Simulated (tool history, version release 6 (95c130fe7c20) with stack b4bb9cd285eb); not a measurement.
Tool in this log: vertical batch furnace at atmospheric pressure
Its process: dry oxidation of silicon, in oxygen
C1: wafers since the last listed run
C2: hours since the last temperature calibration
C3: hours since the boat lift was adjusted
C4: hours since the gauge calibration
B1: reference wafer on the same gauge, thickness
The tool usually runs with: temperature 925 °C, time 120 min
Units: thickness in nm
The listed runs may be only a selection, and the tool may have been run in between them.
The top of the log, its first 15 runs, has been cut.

{"run": 16, "hour": 1611.5, "temperature": 925, "time": 120, "C1": 854, "C2": 408.1, "C3": 2887, "C4": 528.2, "B1": 74.68, "thickness": 61.98}
{"run": 17, "hour": 1717.9, "temperature": 906, "time": 82, "C1": 1265, "C2": 514.5, "C3": 2993.4, "C4": 634.6, "B1": 74.67, "thickness": 39.26}
{"run": 18, "hour": 1766.1, "temperature": 906, "time": 82, "C1": 573, "C2": 562.7, "C3": 3041.6, "C4": 682.8, "B1": 74.7, "thickness": 39.43}
{"hour": 1881.1, "done": "boat lift adjusted"}
{"run": 19, "hour": 1881.6, "temperature": 925, "time": 120, "C1": 1087, "C2": 678.2, "C3": 0.5, "C4": 798.3, "B1": 74.67, "thickness": 63.37}
{"run": 20, "hour": 1942.4, "temperature": 913, "time": 168.5, "C1": 722, "C2": 739, "C3": 61.3, "C4": 859.1, "B1": 74.71, "thickness": 70.87}
{"run": 21, "hour": 2101.2, "temperature": 906, "time": 120, "C1": 1888, "C2": 897.8, "C3": 220.1, "C4": 1017.9, "B1": 74.66, "thickness": 52.27}
{"run": 22, "hour": 2208.3, "temperature": 946, "time": 176.5, "C1": 1273, "C2": 1004.9, "C3": 327.2, "C4": 1125, "B1": 74.69, "thickness": 97.95}
{"run": 23, "hour": 2266.6, "temperature": 946, "time": 174, "C1": 693, "C2": 1063.2, "C3": 385.5, "C4": 1183.3, "B1": 74.72, "thickness": 97.19}
{"run": 24, "hour": 2337.1, "temperature": 946, "time": 76.5, "C1": 838, "C2": 1133.7, "C3": 456, "C4": 1253.8, "B1": 74.75, "thickness": 55.43}
{"run": 25, "hour": 2428.2, "temperature": 936, "time": 70, "C1": 1083, "C2": 1224.8, "C3": 547.1, "C4": 1344.9, "B1": 74.7, "thickness": 48.02}
{"run": 26, "hour": 2510.6, "temperature": 908, "time": 61, "C1": 979, "C2": 1307.2, "C3": 629.5, "C4": 1427.3, "B1": 74.7, "thickness": 33.24}
{"run": 27, "hour": 2575.7, "temperature": 925, "time": 120, "C1": 774, "C2": 1372.3, "C3": 694.6, "C4": 1492.4, "B1": 74.67, "thickness": 63.28}
{"run": 28, "hour": 2644.7, "temperature": 925, "time": 120, "C1": 820, "C2": 1441.3, "C3": 763.6, "C4": 1561.4, "B1": 74.69, "thickness": 63.02}
{"run": 29, "hour": 2736.0, "temperature": 945, "time": 167.5, "C1": 1085, "C2": 1532.6, "C3": 854.9, "C4": 1652.7, "B1": 74.67, "thickness": 93.66}
{"run": 30, "hour": 2787.1, "temperature": 941, "time": 147.5, "C1": 607, "C2": 1583.7, "C3": 906, "C4": 1703.8, "B1": 74.73, "thickness": 83.64}
{"run": 31, "hour": 2841.3, "temperature": 932, "time": 68, "C1": 644, "C2": 1637.9, "C3": 960.2, "C4": 1758, "B1": 74.68, "thickness": 45.29}
{"run": 32, "hour": 2889.4, "temperature": 909, "time": 150.5, "C1": 571, "C2": 1686, "C3": 1008.3, "C4": 1806.1, "B1": 74.69, "thickness": 63.03}
{"run": 33, "hour": 2960.7, "temperature": 914, "time": 81.5, "C1": 847, "C2": 1757.3, "C3": 1079.6, "C4": 1877.4, "B1": 74.74, "thickness": 43.26}
{"run": 34, "hour": 3004.3, "temperature": 935, "time": 88.5, "C1": 518, "C2": 1800.9, "C3": 1123.2, "C4": 1921, "B1": 74.76, "thickness": 55.72}
{"run": 35, "hour": 3065.1, "temperature": 915, "time": 142.5, "C1": 722, "C2": 1861.7, "C3": 1184, "C4": 1981.8, "B1": 74.66, "thickness": 64.35}
{"run": 36, "hour": 3109.2, "temperature": 925, "time": 81.5, "C1": 524, "C2": 1905.8, "C3": 1228.1, "C4": 2025.9, "B1": 74.77, "thickness": 48.22}
{"run": 37, "hour": 3215.4, "temperature": 934, "time": 159.5, "C1": 1262, "C2": 2012, "C3": 1334.3, "C4": 2132.1, "B1": 74.73, "thickness": 82.92}
{"run": 38, "hour": 3297.0, "temperature": 950, "time": 145, "C1": 970, "C2": 2093.6, "C3": 1415.9, "C4": 2213.7, "B1": 74.67, "thickness": 88.77}
{"run": 39, "hour": 3374.8, "temperature": 925, "time": 120, "C1": 925, "C2": 2171.4, "C3": 1493.7, "C4": 2291.5, "B1": 74.72, "thickness": 62.89}
{"run": 40, "hour": 3463.9, "temperature": 925, "time": 120, "C1": 1059, "C2": 2260.5, "C3": 1582.8, "C4": 2380.6, "B1": 74.7, "thickness": 62.87}

3 ways to go on from here, each from the tool as it stands after run 40. What would each give?
{"run": "A", "hour": 3470.1, "temperature": 925, "time": 120, "C1": 73, "C2": 2266.7, "C3": 1589, "C4": 2386.8, "B1": "?", "thickness": "?"}
{"run": "B", "hour": 3470.1, "temperature": 905, "time": 157.5, "C1": 73, "C2": 2266.7, "C3": 1589, "C4": 2386.8, "B1": "?", "thickness": "?"}
{"run": "C", "hour": 3470.1, "temperature": 910, "time": 120, "C1": 73, "C2": 2266.7, "C3": 1589, "C4": 2386.8, "B1": "?", "thickness": "?"}

run=A B1=74.72 thickness=62.81
run=B B1=74.72 thickness=62.22
run=C B1=74.72 thickness=54.15
With no hidden state in the tool, these same runs would have given:
run=A thickness=63.19
run=B thickness=62.63
run=C thickness=54.51
